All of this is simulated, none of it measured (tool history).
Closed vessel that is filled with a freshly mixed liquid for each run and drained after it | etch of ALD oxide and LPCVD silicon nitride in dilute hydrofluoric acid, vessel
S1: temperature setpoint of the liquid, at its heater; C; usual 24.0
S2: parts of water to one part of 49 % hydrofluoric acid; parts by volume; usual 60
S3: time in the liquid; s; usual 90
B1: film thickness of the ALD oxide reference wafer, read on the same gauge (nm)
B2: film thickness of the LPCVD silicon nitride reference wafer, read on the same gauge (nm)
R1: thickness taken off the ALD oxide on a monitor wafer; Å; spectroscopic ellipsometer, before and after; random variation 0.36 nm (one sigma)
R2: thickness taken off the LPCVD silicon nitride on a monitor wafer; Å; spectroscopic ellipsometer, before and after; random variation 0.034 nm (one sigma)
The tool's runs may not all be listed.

run	hour	S1	S2	S3	B1	B2	R1	R2
1	0.0	24.0	50	90	140.54	40.156	580.3	6.56
# hour 23.5: hydrofluoric acid flow meter replaced
2	28.8	24.0	55	90	140.74	40.233	512.1	6.95
3	52.4	21.0	60	90	140.89	40.272	412.0	5.09
# hour 69.0: thermometer replaced
4	73.9	21.5	50	90	140.98	40.307	516.9	6.34
5	95.5	21.5	35	90	141.05	40.258	758.1	8.85
6	129.6	24.0	60	90	141.31	40.373	473.6	6.40
7	150.3	24.0	60	90	141.40	40.403	476.8	6.00
8	169.7	28.0	60	90	141.52	40.447	558.8	7.67
9	203.2	28.0	75	90	141.70	40.497	437.5	7.28
10	217.8	24.0	60	90	141.79	40.503	472.1	6.47
11	238.1	27.0	60	90	141.86	40.579	540.3	8.01
12	255.6	22.5	60	90	142.03	40.543	442.0	5.66
13	289.2	24.0	40	90	142.18	40.609	745.0	8.12
14	322.0	24.0	50	90	142.36	40.665	577.4	7.22
15	337.3	24.0	60	90	142.46	40.648	471.3	5.82
16	364.3	24.0	60	90	142.59	40.767	480.6	5.76
17	395.5	24.0	60	90	142.78	40.772	479.7	6.53
18	418.7	20.5	60	115	142.89	40.865	532.4	6.02
19	449.6	28.0	70	130	143.06	40.820	684.0	11.04
20	478.2	20.0	75	145	143.22	40.911	514.8	5.64
21	495.5	28.0	75	90	143.35	40.921	444.5	6.39
22	515.3	28.0	60	90	143.49	41.002	563.7	8.61
23	536.5	28.5	60	90	143.53	41.038	576.9	8.70
24	551.9	27.5	60	105	143.69	41.071	640.0	9.79
25	575.3	26.0	60	140	143.75	41.085	812.7	12.44
26	599.8	20.5	75	50	143.94	41.144	184.5	2.27
27	617.2	26.5	50	90	144.05	41.166	645.4	8.66

3 ways to go on from here, each from the tool as it stands after run 27. What would each give?
A	617.9	24.0	60	120	?	?	?	?
B	617.9	19.0	40	120	?	?	?	?
C	617.9	25.5	60	110	?	?	?	?

run	B1	B2	R1	R2
A	144.01	41.150	646.7	8.08
B	144.01	41.150	806.3	8.50
C	144.01	41.150	630.0	8.18
Without the tool's hidden state the same runs would have given:
run	R1	R2
A	628.7	7.85
B	783.8	8.26
C	612.4	7.95
